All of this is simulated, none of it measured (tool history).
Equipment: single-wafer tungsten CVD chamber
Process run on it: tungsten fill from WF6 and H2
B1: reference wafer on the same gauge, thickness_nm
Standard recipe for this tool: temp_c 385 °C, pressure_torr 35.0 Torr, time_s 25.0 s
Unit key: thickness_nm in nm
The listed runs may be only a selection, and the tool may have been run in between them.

{"run": 1, "hour": 0.0, "temp_c": 385, "pressure_torr": 35.0, "time_s": 25.0, "B1": 51.51, "thickness_nm": 58.249}
{"run": 2, "hour": 51.2, "temp_c": 385, "pressure_torr": 35.0, "time_s": 25.0, "B1": 51.544, "thickness_nm": 57.893}
{"hour": 59.8, "done": "thermocouple changed; heater temperature recalibrated"}
{"run": 3, "hour": 114.5, "temp_c": 385, "pressure_torr": 35.0, "time_s": 25.0, "B1": 51.472, "thickness_nm": 57.674}
{"run": 4, "hour": 185.4, "temp_c": 385, "pressure_torr": 33.2, "time_s": 25.0, "B1": 51.543, "thickness_nm": 56.767}
{"run": 5, "hour": 229.7, "temp_c": 379, "pressure_torr": 39.9, "time_s": 25.0, "B1": 51.511, "thickness_nm": 54.834}
{"run": 6, "hour": 289.0, "temp_c": 379, "pressure_torr": 39.9, "time_s": 25.0, "B1": 51.523, "thickness_nm": 54.509}
{"run": 7, "hour": 335.0, "temp_c": 379, "pressure_torr": 39.9, "time_s": 25.0, "B1": 51.588, "thickness_nm": 54.479}
{"run": 8, "hour": 437.4, "temp_c": 389, "pressure_torr": 35.0, "time_s": 25.0, "B1": 51.441, "thickness_nm": 61.506}
{"hour": 475.4, "done": "gauge calibrated"}
{"run": 9, "hour": 502.5, "temp_c": 389, "pressure_torr": 35.0, "time_s": 25.0, "B1": 51.44, "thickness_nm": 61.83}
{"run": 10, "hour": 547.1, "temp_c": 389, "pressure_torr": 35.0, "time_s": 25.0, "B1": 51.506, "thickness_nm": 61.518}
{"run": 11, "hour": 623.9, "temp_c": 385, "pressure_torr": 35.0, "time_s": 21.2, "B1": 51.546, "thickness_nm": 48.38}
{"run": 12, "hour": 704.8, "temp_c": 385, "pressure_torr": 35.0, "time_s": 21.2, "B1": 51.499, "thickness_nm": 48.173}
{"hour": 747.0, "done": "showerhead replaced"}
{"run": 13, "hour": 747.5, "temp_c": 385, "pressure_torr": 35.0, "time_s": 25.0, "B1": 51.437, "thickness_nm": 56.966}
{"run": 14, "hour": 833.8, "temp_c": 370, "pressure_torr": 35.0, "time_s": 27.1, "B1": 51.52, "thickness_nm": 46.966}
{"run": 15, "hour": 889.6, "temp_c": 374, "pressure_torr": 30.7, "time_s": 26.6, "B1": 51.618, "thickness_nm": 47.108}
{"run": 16, "hour": 936.2, "temp_c": 396, "pressure_torr": 35.0, "time_s": 27.5, "B1": 51.504, "thickness_nm": 76.16}
{"hour": 1022.6, "done": "thermocouple changed; heater temperature recalibrated"}
{"run": 17, "hour": 1023.1, "temp_c": 385, "pressure_torr": 37.5, "time_s": 28.0, "B1": 51.501, "thickness_nm": 65.962}
{"run": 18, "hour": 1075.5, "temp_c": 385, "pressure_torr": 37.5, "time_s": 28.0, "B1": 51.548, "thickness_nm": 65.311}
{"run": 19, "hour": 1113.2, "temp_c": 376, "pressure_torr": 35.0, "time_s": 25.0, "B1": 51.408, "thickness_nm": 48.132}
{"run": 20, "hour": 1151.5, "temp_c": 385, "pressure_torr": 32.7, "time_s": 25.0, "B1": 51.542, "thickness_nm": 55.03}
{"hour": 1250.6, "done": "capacitance manometer re-zeroed and calibrated"}
{"run": 21, "hour": 1253.2, "temp_c": 375, "pressure_torr": 41.4, "time_s": 25.0, "B1": 51.508, "thickness_nm": 51.659}
{"run": 22, "hour": 1327.3, "temp_c": 379, "pressure_torr": 39.9, "time_s": 25.0, "B1": 51.545, "thickness_nm": 54.92}
{"run": 23, "hour": 1374.5, "temp_c": 385, "pressure_torr": 35.0, "time_s": 25.0, "B1": 51.531, "thickness_nm": 58.258}
{"run": 24, "hour": 1480.9, "temp_c": 390, "pressure_torr": 40.1, "time_s": 25.0, "B1": 51.543, "thickness_nm": 67.715}
{"run": 25, "hour": 1579.5, "temp_c": 385, "pressure_torr": 39.1, "time_s": 20.9, "B1": 51.554, "thickness_nm": 50.644}

Run by run, hidden condition taken away, random variation retained:
Unlogged tool condition in this case: wafer temperature above the value expected at the setpoint (K); true pressure above the setpoint (%); gauge reads high (%).
run=1 thickness_nm=58.489
run=2 thickness_nm=58.170
run=3 thickness_nm=58.001
run=4 thickness_nm=57.146
run=5 thickness_nm=55.233
run=6 thickness_nm=54.957
run=7 thickness_nm=54.966
run=8 thickness_nm=62.167
run=9 thickness_nm=62.567
run=10 thickness_nm=62.302
run=11 thickness_nm=49.068
run=12 thickness_nm=48.936
run=13 thickness_nm=57.917
run=14 thickness_nm=47.838
run=15 thickness_nm=48.046
run=16 thickness_nm=77.749
run=17 thickness_nm=67.464
run=18 thickness_nm=66.882
run=19 thickness_nm=49.343
run=20 thickness_nm=56.468
run=21 thickness_nm=51.780
run=22 thickness_nm=55.051
run=23 thickness_nm=58.401
run=24 thickness_nm=67.891
run=25 thickness_nm=50.790
